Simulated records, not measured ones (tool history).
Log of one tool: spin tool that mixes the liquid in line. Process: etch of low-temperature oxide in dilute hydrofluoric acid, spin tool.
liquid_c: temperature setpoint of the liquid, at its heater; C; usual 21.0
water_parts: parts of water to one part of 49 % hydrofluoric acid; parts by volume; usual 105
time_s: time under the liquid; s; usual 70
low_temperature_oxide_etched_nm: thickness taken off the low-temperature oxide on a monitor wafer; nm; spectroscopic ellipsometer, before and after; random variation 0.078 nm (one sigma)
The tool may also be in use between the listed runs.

| run | day | liquid_c | water_parts | time_s | read-back film thickness of the low-temperature oxide reference wafer, read on the same gauge (nm) | low_temperature_oxide_etched_nm |
|---|---|---|---|---|---|---|
| 1 | 0.000 | 21.0 | 105 | 70 | 80.04 | 12.76 |
| 2 | 1.325 | 21.0 | 105 | 70 | 80.00 | 12.92 |
| 3 | 2.608 | 21.0 | 105 | 70 | 79.96 | 13.03 |
| 4 | 3.733 | 21.0 | 105 | 70 | 79.98 | 12.97 |
| 5 | 4.717 | 21.0 | 105 | 70 | 79.97 | 12.96 |
| 6 | 5.471 | 18.5 | 105 | 100 | 80.03 | 16.52 |
| 7 | 6.467 | 18.5 | 105 | 100 | 79.99 | 16.67 |
| 8 | 7.867 | 18.5 | 105 | 100 | 80.04 | 16.71 |
|  | 8.212 | hydrofluoric acid flow meter replaced |
|  | 8.746 | gauge calibrated |
| 9 | 9.046 | 21.0 | 105 | 70 | 79.98 | 12.90 |
| 10 | 9.617 | 21.0 | 105 | 70 | 80.00 | 12.81 |
| 11 | 10.579 | 21.0 | 105 | 70 | 80.06 | 13.06 |
| 12 | 11.696 | 24.5 | 105 | 35 | 80.02 | 7.37 |
| 13 | 12.467 | 19.0 | 130 | 105 | 79.98 | 14.09 |
| 14 | 13.408 | 17.0 | 105 | 50 | 80.01 | 7.89 |
| 15 | 14.875 | 21.0 | 105 | 70 | 79.99 | 12.95 |
|  | 15.800 | thermometer replaced |
| 16 | 16.250 | 21.0 | 120 | 55 | 80.04 | 8.70 |
| 17 | 17.588 | 21.0 | 105 | 55 | 80.06 | 10.16 |
| 18 | 18.517 | 18.5 | 105 | 70 | 79.98 | 11.65 |
| 19 | 19.417 | 21.0 | 105 | 70 | 80.02 | 12.93 |
| 20 | 20.704 | 18.5 | 105 | 70 | 80.01 | 11.66 |
| 21 | 22.083 | 21.0 | 55 | 50 | 79.99 | 18.56 |

Forecast each of these 3 alternatives for the next run:
| A | 22.100 | 21.0 | 105 | 90 | ? | ? |
| B | 22.100 | 21.0 | 105 | 95 | ? | ? |
| C | 22.100 | 24.0 | 105 | 70 | ? | ? |

| run | read-back film thickness of the low-temperature oxide reference wafer, read on the same gauge (nm) | low_temperature_oxide_etched_nm |
|---|---|---|
| A | 79.93 | 16.41 |
| B | 79.93 | 17.32 |
| C | 79.93 | 14.39 |
Without the tool's hidden state the same runs would have given:
| run | low_temperature_oxide_etched_nm |
|---|---|
| A | 16.41 |
| B | 17.32 |
| C | 14.39 |
